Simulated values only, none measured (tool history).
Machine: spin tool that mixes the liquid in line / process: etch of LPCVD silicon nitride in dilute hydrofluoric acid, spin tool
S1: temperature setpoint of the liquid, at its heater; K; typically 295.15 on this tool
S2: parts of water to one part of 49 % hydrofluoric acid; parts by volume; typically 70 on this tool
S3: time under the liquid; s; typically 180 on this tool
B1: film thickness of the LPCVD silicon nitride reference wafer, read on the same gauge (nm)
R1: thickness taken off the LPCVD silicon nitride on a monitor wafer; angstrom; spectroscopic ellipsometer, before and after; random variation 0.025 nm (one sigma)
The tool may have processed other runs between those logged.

run	hour	S1	S2	S3	B1	R1
1	0	295.15	70	180	50.015	10.83
2	33.3	295.15	70	180	49.963	11.15
3	73.7	295.15	70	180	49.971	10.83
4	102.1	295.15	95	180	49.991	8.04
5	143.1	295.15	70	180	49.989	11.05
6	205.4	295.15	70	180	50.021	10.48
7	232.7	295.15	70	180	50	10.92
8	266.7	295.15	70	180	50.021	10.95
9	312.8	295.15	70	180	49.987	10.52
# hour 352.5: thermometer replaced
10	358.3	295.15	70	180	49.976	10.67
11	395.2	295.15	70	180	49.96	10.84
12	448.2	295.15	70	180	49.997	10.91
13	494.4	295.15	70	180	50.074	10.54
# hour 532.6: gauge calibrated
14	550.6	295.15	70	180	49.95	10.77
15	720.3	295.15	70	180	50	10.82
16	777.9	295.15	70	180	50.004	10.71
17	838.9	295.15	60	180	49.981	11.88
18	906	295.15	70	180	49.976	10.52
19	976.1	296.65	100	230	50.039	10.08
20	1032.1	295.15	70	180	50.046	10.93
21	1059.6	295.15	70	180	49.967	10.44
22	1090.8	295.15	70	240	49.984	13.34
23	1151.5	292.65	95	85	50.031	3.05
24	1176.5	293.65	70	180	50.001	9.29
# hour 1214.6: hydrofluoric acid flow meter replaced
25	1224.2	295.15	70	180	49.971	11.68
26	1252.9	295.15	70	180	49.994	11.4
# hour 1297.5: thermometer replaced
27	1308.3	297.15	85	110	49.933	6.68
28	1399.4	297.15	105	220	49.957	10.74
29	1471.3	295.15	70	180	49.987	11.56
30	1578.7	295.15	70	180	49.962	11.35
31	1641.9	292.15	70	145	50.006	7.25
32	1679.5	299.65	60	245	49.958	23.27
33	1727.8	299.65	45	90	50.005	11.58

Each row is a separate what-if for the run after 33, all from the same tool condition, not one after another. Results?
A	1728.3	295.15	70	225	?	?
B	1728.3	295.15	35	180	?	?
C	1728.3	299.15	70	180	?	?

run	B1	R1
A	49.991	14.09
B	49.991	22.17
C	49.991	14.72
The same runs, with their run-to-run variation unchanged, on a tool lacking any hidden condition would have given:
run	R1
A	14.7
B	23.11
C	15.36
